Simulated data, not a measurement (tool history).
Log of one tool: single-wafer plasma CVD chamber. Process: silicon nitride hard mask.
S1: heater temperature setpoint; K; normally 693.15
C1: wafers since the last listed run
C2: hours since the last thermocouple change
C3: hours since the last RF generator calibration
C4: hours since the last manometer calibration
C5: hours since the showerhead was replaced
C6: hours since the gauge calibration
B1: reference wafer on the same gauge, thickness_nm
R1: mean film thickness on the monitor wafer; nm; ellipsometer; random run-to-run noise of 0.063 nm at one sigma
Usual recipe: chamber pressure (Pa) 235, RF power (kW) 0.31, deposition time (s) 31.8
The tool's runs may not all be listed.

run 1 day=0 | S1=693.15 chamber_pressure_(Pa)=213 RF_power_(kW)=0.31 deposition_time_(s)=31.8 | C1=0 C2=2135.2 C3=1804 C4=2076.7 C5=6004.1 C6=385.1 | B1=50.003 | R1=40.674
run 2 day=1.075 | S1=693.15 chamber_pressure_(Pa)=213 RF_power_(kW)=0.31 deposition_time_(s)=31.8 | C1=536 C2=2161 C3=1829.8 C4=2102.5 C5=6029.9 C6=410.9 | B1=49.988 | R1=40.623
run 3 day=1.671 | S1=693.15 chamber_pressure_(Pa)=213 RF_power_(kW)=0.31 deposition_time_(s)=31.8 | C1=297 C2=2175.3 C3=1844.1 C4=2116.8 C5=6044.2 C6=425.2 | B1=50.008 | R1=40.598
run 4 day=2.292 | S1=683.15 chamber_pressure_(Pa)=235 RF_power_(kW)=0.31 deposition_time_(s)=31.8 | C1=309 C2=2190.2 C3=1859 C4=2131.7 C5=6059.1 C6=440.1 | B1=50.015 | R1=41.697
run 5 day=3.667 | S1=683.15 chamber_pressure_(Pa)=235 RF_power_(kW)=0.31 deposition_time_(s)=31.8 | C1=686 C2=2223.2 C3=1892 C4=2164.7 C5=6092.1 C6=473.1 | B1=49.992 | R1=41.788
run 6 day=4.2 | S1=683.15 chamber_pressure_(Pa)=235 RF_power_(kW)=0.31 deposition_time_(s)=31.8 | C1=266 C2=2236 C3=1904.8 C4=2177.5 C5=6104.9 C6=485.9 | B1=50.018 | R1=41.838
run 7 day=5.362 | S1=693.15 chamber_pressure_(Pa)=235 RF_power_(kW)=0.31 deposition_time_(s)=31.8 | C1=580 C2=2263.9 C3=1932.7 C4=2205.4 C5=6132.8 C6=513.8 | B1=50.009 | R1=41.584
run 8 day=6.338 | S1=693.15 chamber_pressure_(Pa)=256 RF_power_(kW)=0.31 deposition_time_(s)=31.8 | C1=486 C2=2287.3 C3=1956.1 C4=2228.8 C5=6156.2 C6=537.2 | B1=50.003 | R1=42.549
run 9 day=7.65 | S1=693.15 chamber_pressure_(Pa)=235 RF_power_(kW)=0.31 deposition_time_(s)=31.8 | C1=654 C2=2318.8 C3=1987.6 C4=2260.3 C5=6187.7 C6=568.7 | B1=49.994 | R1=41.498
run 10 day=9.142 | S1=693.15 chamber_pressure_(Pa)=235 RF_power_(kW)=0.31 deposition_time_(s)=31.8 | C1=744 C2=2354.6 C3=2023.4 C4=2296.1 C5=6223.5 C6=604.5 | B1=50.007 | R1=41.591
-- day=10.542 capacitance manometer re-zeroed and calibrated
run 11 day=10.562 | S1=693.15 chamber_pressure_(Pa)=235 RF_power_(kW)=0.31 deposition_time_(s)=31.8 | C1=542 C2=2388.7 C3=2057.5 C4=0.5 C5=6257.6 C6=638.6 | B1=49.995 | R1=40.842
-- day=13.442 thermocouple changed; heater temperature recalibrated
-- day=14.479 RF generator calibrated
run 12 day=14.5 | S1=693.15 chamber_pressure_(Pa)=235 RF_power_(kW)=0.31 deposition_time_(s)=31.8 | C1=1631 C2=25.4 C3=0.5 C4=95 C5=6352.1 C6=733.1 | B1=50.019 | R1=41.992
run 13 day=15.483 | S1=693.15 chamber_pressure_(Pa)=235 RF_power_(kW)=0.31 deposition_time_(s)=31.8 | C1=490 C2=49 C3=24.1 C4=118.6 C5=6375.7 C6=756.7 | B1=50.009 | R1=41.96
run 14 day=16.2 | S1=693.15 chamber_pressure_(Pa)=235 RF_power_(kW)=0.355 deposition_time_(s)=31.8 | C1=357 C2=66.2 C3=41.3 C4=135.8 C5=6392.9 C6=773.9 | B1=49.982 | R1=44.342
run 15 day=17.05 | S1=693.15 chamber_pressure_(Pa)=235 RF_power_(kW)=0.31 deposition_time_(s)=31.8 | C1=424 C2=86.6 C3=61.7 C4=156.2 C5=6413.3 C6=794.3 | B1=49.988 | R1=42.025
run 16 day=19.05 | S1=693.15 chamber_pressure_(Pa)=235 RF_power_(kW)=0.31 deposition_time_(s)=35.5 | C1=997 C2=134.6 C3=109.7 C4=204.2 C5=6461.3 C6=842.3 | B1=50.004 | R1=46.894
run 17 day=20.312 | S1=693.15 chamber_pressure_(Pa)=235 RF_power_(kW)=0.31 deposition_time_(s)=31.8 | C1=629 C2=164.9 C3=140 C4=234.5 C5=6491.6 C6=872.6 | B1=50 | R1=41.922
-- day=20.971 gauge calibrated
run 18 day=21.438 | S1=693.15 chamber_pressure_(Pa)=235 RF_power_(kW)=0.31 deposition_time_(s)=31.8 | C1=561 C2=191.9 C3=167 C4=261.5 C5=6518.6 C6=11.2 | B1=50.013 | R1=41.938
-- day=22.458 showerhead replaced
run 19 day=22.479 | S1=693.15 chamber_pressure_(Pa)=235 RF_power_(kW)=0.31 deposition_time_(s)=31.8 | C1=353 C2=216.9 C3=192 C4=286.5 C5=0.5 C6=36.2 | B1=49.997 | R1=41.922
run 20 day=22.842 | S1=693.15 chamber_pressure_(Pa)=189 RF_power_(kW)=0.355 deposition_time_(s)=31.8 | C1=180 C2=225.6 C3=200.7 C4=295.2 C5=9.2 C6=44.9 | B1=49.995 | R1=41.985
run 21 day=23.846 | S1=693.15 chamber_pressure_(Pa)=292 RF_power_(kW)=0.275 deposition_time_(s)=36.7 | C1=501 C2=249.7 C3=224.8 C4=319.3 C5=33.3 C6=69 | B1=49.997 | R1=48.572
run 22 day=24.646 | S1=693.15 chamber_pressure_(Pa)=276 RF_power_(kW)=0.27 deposition_time_(s)=31.8 | C1=399 C2=268.9 C3=244 C4=338.5 C5=52.5 C6=88.2 | B1=50.004 | R1=41.386
run 23 day=26.108 | S1=697.15 chamber_pressure_(Pa)=235 RF_power_(kW)=0.31 deposition_time_(s)=31.8 | C1=729 C2=304 C3=279.1 C4=373.6 C5=87.6 C6=123.3 | B1=50.001 | R1=41.714
run 24 day=27.325 | S1=693.15 chamber_pressure_(Pa)=235 RF_power_(kW)=0.31 deposition_time_(s)=31.8 | C1=607 C2=333.2 C3=308.3 C4=402.8 C5=116.8 C6=152.5 | B1=49.997 | R1=41.924
run 25 day=28.329 | S1=693.15 chamber_pressure_(Pa)=235 RF_power_(kW)=0.31 deposition_time_(s)=31.8 | C1=501 C2=357.3 C3=332.4 C4=426.9 C5=140.9 C6=176.6 | B1=50.006 | R1=41.839
run 26 day=29.1 | S1=693.15 chamber_pressure_(Pa)=235 RF_power_(kW)=0.31 deposition_time_(s)=31.8 | C1=384 C2=375.8 C3=350.9 C4=445.4 C5=159.4 C6=195.1 | B1=50.024 | R1=41.829
run 27 day=29.792 | S1=693.15 chamber_pressure_(Pa)=184 RF_power_(kW)=0.27 deposition_time_(s)=28.9 | C1=345 C2=392.4 C3=367.5 C4=462 C5=176 C6=211.7 | B1=50.005 | R1=34.002
run 28 day=30.338 | S1=693.15 chamber_pressure_(Pa)=203 RF_power_(kW)=0.26 deposition_time_(s)=31.8 | C1=272 C2=405.5 C3=380.6 C4=475.1 C5=189.1 C6=224.8 | B1=50.003 | R1=37.875
run 29 day=31.729 | S1=706.15 chamber_pressure_(Pa)=199 RF_power_(kW)=0.29 deposition_time_(s)=29.8 | C1=694 C2=438.9 C3=414 C4=508.5 C5=222.5 C6=258.2 | B1=50.006 | R1=36.448
run 30 day=32.533 | S1=693.15 chamber_pressure_(Pa)=235 RF_power_(kW)=0.31 deposition_time_(s)=27.4 | C1=401 C2=458.2 C3=433.3 C4=527.8 C5=241.8 C6=277.5 | B1=49.997 | R1=36.075

For some of the steps in R1 from one run to the next: how much would appear even if the tool had no hidden state, given the settings, what came in and random variation, and how much remains for the hidden state plus any gauge scatter that the measured result and the result without hidden state don't share?
What the log doesn't record here: wafer temperature above the value expected at the setpoint (K); delivered RF power above the setpoint (%); true pressure above the setpoint (%); gauge reads high (%).
Run 10 -> 11: capacitance manometer re-zeroed and calibrated. R1 -0.749 nm: hidden state -0.75, all else +0.001.
Run 11 -> 12: thermocouple changed; heater temperature recalibrated, RF generator calibrated. R1 +1.15 nm: hidden state +1.228, all else -0.078.
Run 20 -> 21: chamber pressure (Pa) 189 -> 292, RF power (kW) 0.355 -> 0.275, deposition time (s) 31.8 -> 36.7. R1 +6.587 nm: hidden state -0.049, all else +6.636.
Run 21 -> 22: chamber pressure (Pa) 292 -> 276, RF power (kW) 0.275 -> 0.27, deposition time (s) 36.7 -> 31.8. R1 -7.186 nm: hidden state +0.019, all else -7.205.
Run 26 -> 27: chamber pressure (Pa) 235 -> 184, RF power (kW) 0.31 -> 0.27, deposition time (s) 31.8 -> 28.9. R1 -7.827 nm: hidden state +0.028, all else -7.855.
